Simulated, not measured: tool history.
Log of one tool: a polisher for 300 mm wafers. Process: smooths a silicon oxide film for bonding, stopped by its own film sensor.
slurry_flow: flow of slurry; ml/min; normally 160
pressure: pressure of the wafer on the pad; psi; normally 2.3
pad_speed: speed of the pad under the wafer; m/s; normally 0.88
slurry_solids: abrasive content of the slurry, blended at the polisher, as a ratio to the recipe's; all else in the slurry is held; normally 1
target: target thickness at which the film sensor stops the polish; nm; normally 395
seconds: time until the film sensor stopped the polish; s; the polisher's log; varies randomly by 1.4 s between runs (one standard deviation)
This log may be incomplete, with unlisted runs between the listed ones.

run	hour	slurry_flow	pressure	pad_speed	slurry_solids	target	wafers since the last listed run	wafers polished on this pad	hours since the slurry nozzle was cleaned	hours since the head pressure was calibrated	hours since the slurry blender was calibrated	incoming thickness of the incoming film, nm	seconds
1	0	160	2.3	0.88	1	395	0	778	271.9	305.7	167.5	450.1	72.7
# hour 25.9: slurry nozzle cleaned
2	26.4	160	2.3	0.88	1	395	156	934	0.5	332.1	193.9	448	69.7
3	86.2	160	2.3	0.88	1	395	368	1303	60.3	391.9	253.7	455	77.1
4	121.6	160	2.3	0.88	1	395	218	1522	95.7	427.3	289.1	453.1	74.1
# hour 149.5: slurry blender recalibrated
5	153	160	2.3	0.88	1	395	181	1703	127.1	458.7	3.5	449.8	70.5
# hour 188.8: worn pad replaced by a new one
6	205	160	2.3	0.88	0.8	395	296	99	179.1	510.7	55.5	453.2	83.8
# hour 217.8: head pressure recalibrated
7	252.6	160	2.3	0.88	0.8	395	281	381	226.7	34.8	103.1	454	94.4
# hour 282.5: slurry nozzle cleaned
8	300	160	2.3	0.88	0.8	395	286	667	17.5	82.2	150.5	452	87.2
9	351.9	160	2.3	0.88	1	395	320	987	69.4	134.1	202.4	457.1	84.1
10	419.5	160	2.3	0.88	1	395	417	1404	137	201.7	270	453.7	75.9
# hour 477.3: slurry blender recalibrated
11	483	160	2.3	0.88	1	395	379	1783	200.5	265.2	5.7	443.8	66.5
# hour 502.8: worn pad replaced by a new one
12	540.8	160	2.3	0.88	1	395	331	234	258.3	323	63.5	447.4	68.6
# hour 559.6: slurry nozzle cleaned
13	590.4	160	2.3	0.88	1	395	299	534	30.8	372.6	113.1	449.7	72.3
14	621.7	160	2.3	0.88	1	395	193	727	62.1	403.9	144.4	440.6	61.2
15	666.6	160	2.3	0.88	1	384	276	1004	107	448.8	189.3	443.9	76.9
# hour 712.2: head pressure recalibrated
# hour 765.4: slurry blender recalibrated
16	776.3	125	2.3	0.88	0.75	378	652	1656	216.7	64.1	10.9	451	142.3
# hour 796.9: worn pad replaced by a new one
17	840.8	180	2.3	0.88	1	382	373	270	281.2	128.6	75.4	450.3	101.8
18	878.1	160	2.3	0.88	1	395	230	500	318.5	165.9	112.7	450.2	81.5
# hour 895.8: slurry nozzle cleaned
19	935.7	160	2.3	0.88	1	395	349	850	39.9	223.5	170.3	452.8	86.9
# hour 955.9: head pressure recalibrated, repeated, since the last time left the tool worse
20	1001.4	160	2	0.88	1	395	392	1242	105.6	45.5	236	444.2	70.9
21	1025.7	180	1.6	0.88	1	384	149	1392	129.9	69.8	260.3	444.3	100.2
# hour 1042.9: slurry blender recalibrated
# hour 1087.4: worn pad replaced by a new one
22	1094.3	160	2.3	0.6	1.1	388	386	42	198.5	138.4	51.4	445.8	89.7
23	1150.7	160	2.6	0.88	0.9	384	347	390	254.9	194.8	107.8	452.2	89.6
# hour 1215.6: slurry nozzle cleaned
# hour 1337.5: slurry blender recalibrated
24	1343.9	160	2.3	0.88	1	395	1173	1563	128.3	388	6.4	456.1	81.6
25	1396.7	200	2	0.68	0.9	395	325	1889	181.1	440.8	59.2	444.5	81.9
# hour 1401.6: worn pad replaced by a new one
26	1423.4	180	2.3	0.88	0.85	395	140	134	207.8	467.5	85.9	451.1	76.9
# hour 1432.2: head pressure recalibrated
27	1479.7	140	1.6	1.06	1	383	334	469	264.1	47.5	142.2	443.1	96.4
28	1506.2	160	2.3	1.12	1	395	163	633	290.6	74	168.7	452.2	67.1

Forecast each of these 3 alternatives for the next run:
A	1506.7	160	1.5	0.88	1	395	3	636	291.1	74.5	169.2	455.1	?
B	1506.7	105	1.8	0.58	0.8	395	3	636	291.1	74.5	169.2	455.1	?
C	1506.7	160	2.9	1.16	1.3	401	3	636	291.1	74.5	169.2	455.1	?

run	seconds
A	105.3
B	151.1
C	48.4
The same runs, with their run-to-run variation unchanged, on a tool lacking any hidden condition would have given:
run	seconds
A	104.8
B	150.4
C	48.1
